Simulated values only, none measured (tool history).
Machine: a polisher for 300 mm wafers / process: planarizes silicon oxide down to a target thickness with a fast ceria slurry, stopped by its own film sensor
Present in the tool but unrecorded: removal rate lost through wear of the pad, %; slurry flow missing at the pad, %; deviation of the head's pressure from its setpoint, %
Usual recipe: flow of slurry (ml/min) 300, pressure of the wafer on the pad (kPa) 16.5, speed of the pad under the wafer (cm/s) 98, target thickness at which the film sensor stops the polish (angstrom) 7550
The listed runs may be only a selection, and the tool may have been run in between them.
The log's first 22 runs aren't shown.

run     day  flow of slurry (ml/min)  pressure of the wafer on the pad (kPa)  speed of the pad under the wafer (cm/s)  target thickness at which the film sensor stops the polish (angstrom)  wafers since the last listed run  wafers polished on this pad  hours since the slurry nozzle was cleaned  hours since the head pressure was calibrated  incoming thickness of the incoming film, nm  time until the film sensor stopped the polish (s)
 23  11.938                      300                                    16.5                                      108                                                                   6610                               145                          163                                       60.9                                          68.2                                       1620.7                                               64.5
 24  12.617                      300                                    16.5                                       98                                                                   4780                               133                          296                                       77.2                                          84.5                                       1597.6                                               83.9
 25  13.275                      300                                    16.5                                       98                                                                   6350                               129                          425                                         93                                         100.3                                       1609.5                                               75.7
 26  13.912                      300                                    20.7                                       98                                                                   7550                               124                          550                                      108.3                                         115.6                                       1649.1                                               55.1
 27  14.229                      400                                    17.9                                       78                                                                   5340                                62                          612                                      115.9                                         123.2                                       1642.9                                               90.5
     14.621  -- worn pad replaced by a new one
 28  14.792                      360                                    16.5                                       80                                                                   5960                                77                           33                                      129.4                                         136.7                                         1647                                               85.3
 29   15.15                      300                                    21.4                                       84                                                                   9530                                70                          103                                        138                                         145.3                                       1659.4                                               44.6
 30  15.812                      370                                    18.6                                      112                                                                  10570                               129                          233                                      153.9                                         161.2                                         1639                                               33.8
 31  16.546                      300                                    16.5                                       98                                                                   7550                               143                          377                                      171.5                                         178.8                                       1630.5                                               64.8
 32  16.908                      300                                    16.5                                       98                                                                   7550                                71                          448                                      180.2                                         187.5                                       1627.5                                               66.5
 33  17.188                      360                                    16.5                                       66                                                                   8960                                54                          503                                      186.9                                         194.2                                       1631.1                                                 77
 34  17.521                      300                                    16.5                                       98                                                                   7550                                65                          568                                      194.9                                         202.2                                       1629.7                                               68.8
 35  17.833                      300                                    16.5                                       98                                                                   7550                                61                          629                                      202.4                                         209.7                                       1620.2                                               69.4
     18.333  -- worn pad replaced by a new one
 36  18.354                      300                                    13.8                                       98                                                                   6320                                69                            3                                      214.9                                         222.2                                       1638.8                                               88.6
 37  18.571                      300                                    16.5                                       98                                                                   7550                                42                           46                                      220.1                                         227.4                                       1625.8                                               63.8

Alternative continuations, all from the tool just after run 37; predict every row:
  A  18.588                      235                                    16.5                                       98                                                                   7550                                 3                           49                                      220.5                                         227.8                                       1631.2                                                  ?
  B  18.588                      300                                    19.3                                       84                                                                   7550                                 3                           49                                      220.5                                         227.8                                       1631.2                                                  ?
  C  18.588                      210                                    16.5                                      112                                                                  10350                                 3                           49                                      220.5                                         227.8                                       1631.2                                                  ?
  D  18.588                      300                                    16.5                                       98                                                                  10540                                 3                           49                                      220.5                                         227.8                                       1631.2                                                  ?

run  time until the film sensor stopped the polish (s)
  A                                               67.1
  B                                               62.9
  C                                               41.8
  D                                                 43
With no hidden state in the tool, these same runs would have given:
run  time until the film sensor stopped the polish (s)
  A                                               65.5
  B                                               61.4
  C                                               40.8
  D                                                 42

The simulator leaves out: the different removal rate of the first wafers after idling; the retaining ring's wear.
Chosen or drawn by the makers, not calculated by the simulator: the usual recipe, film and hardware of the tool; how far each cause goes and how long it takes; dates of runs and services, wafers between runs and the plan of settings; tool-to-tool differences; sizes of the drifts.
